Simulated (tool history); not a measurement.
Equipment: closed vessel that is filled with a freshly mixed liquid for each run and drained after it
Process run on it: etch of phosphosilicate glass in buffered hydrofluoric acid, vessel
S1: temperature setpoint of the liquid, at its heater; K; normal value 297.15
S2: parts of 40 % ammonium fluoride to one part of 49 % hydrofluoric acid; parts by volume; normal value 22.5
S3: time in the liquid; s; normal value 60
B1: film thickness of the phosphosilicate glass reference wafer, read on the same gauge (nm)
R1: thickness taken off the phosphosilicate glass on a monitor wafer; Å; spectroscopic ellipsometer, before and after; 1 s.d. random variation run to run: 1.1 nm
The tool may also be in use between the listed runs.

run,hour,S1,S2,S3,B1,R1
1,0,297.15,22.5,60,90,2954.4
2,15,297.15,25,70,90.03,3197.2
3,24.2,297.15,25,70,89.99,3219.8
4,41,297.15,25,70,90.01,3226.9
# hour 51.1: gauge calibrated
5,85.1,297.15,20.5,60,89.98,3175.4
6,91.9,297.15,20.5,60,90.01,3131.9
# hour 96.1: thermometer replaced
7,106.2,297.15,20.5,60,89.99,2806
8,112.6,297.15,22.5,60,89.99,2629.4
9,124.9,297.15,22.5,60,90,2607.9
10,133.5,302.15,22.5,60,90.01,3430.8
11,144,297.15,20.5,60,90.01,2797.5
12,154.5,297.15,22.5,60,89.99,2637.3
13,167.2,299.65,26,85,90.01,3863.8
14,184.3,299.15,27.5,50,90.01,2130
15,200.3,297.15,25,70,90,2866
16,217.7,295.65,19.5,75,89.98,3406.6
17,229.2,292.65,22.5,70,90.02,2387.2
18,238.5,298.65,22.5,60,89.99,2851.9
# hour 253.4: hydrofluoric acid flow meter replaced
19,256.4,297.15,16,40,90,2369.2
20,264.4,297.15,22.5,60,90.02,2639.3
21,282.3,297.15,30,60,90,2158.2
22,293.1,300.15,29,30,90.01,1308.3
23,305.8,293.15,16,30,89.98,1434.7
24,317.1,298.65,22.5,60,90,2872.7
25,333.6,297.15,15.5,60,90,3712.1
26,342,297.15,17,75,90,4206
27,356.9,294.65,27.5,80,90.01,2694.9
28,373.7,300.65,22.5,45,90.02,2406.9
29,384.3,297.15,22.5,60,89.98,2678.4
30,395.5,297.15,22.5,60,89.99,2666
31,404.9,297.15,22.5,50,90.01,2224.6
32,422,297.15,19,45,90.01,2268.6
33,439.1,300.65,15,80,90.01,6177.1

Some steps in R1, run to run, broken into two amounts with sign: the step expected even without the hidden condition (settings, incoming material, random variation), and the rest, left for the hidden condition together with whatever gauge scatter is not in both the measured and the hidden-condition-free result:
Hidden conditions of the tool in this case: liquid hotter than its thermometer reads (K); hydrofluoric acid flow above the setpoint (%); gauge reads high (%).
Run 6 -> 7: thermometer replaced. R1 -325.9 Å: hidden state -366.1, all else +40.2.
Run 13 -> 14: S1 299.65 -> 299.15, S2 26 -> 27.5, S3 85 -> 50. R1 -1733.8 Å: hidden state -46.7, all else -1687.1.
Run 26 -> 27: S1 297.15 -> 294.65, S2 17 -> 27.5, S3 75 -> 80. R1 -1511.1 Å: hidden state -51, all else -1460.1.
Run 32 -> 33: S1 297.15 -> 300.65, S2 19 -> 15, S3 45 -> 80. R1 +3908.5 Å: hidden state +161.3, all else +3747.2.

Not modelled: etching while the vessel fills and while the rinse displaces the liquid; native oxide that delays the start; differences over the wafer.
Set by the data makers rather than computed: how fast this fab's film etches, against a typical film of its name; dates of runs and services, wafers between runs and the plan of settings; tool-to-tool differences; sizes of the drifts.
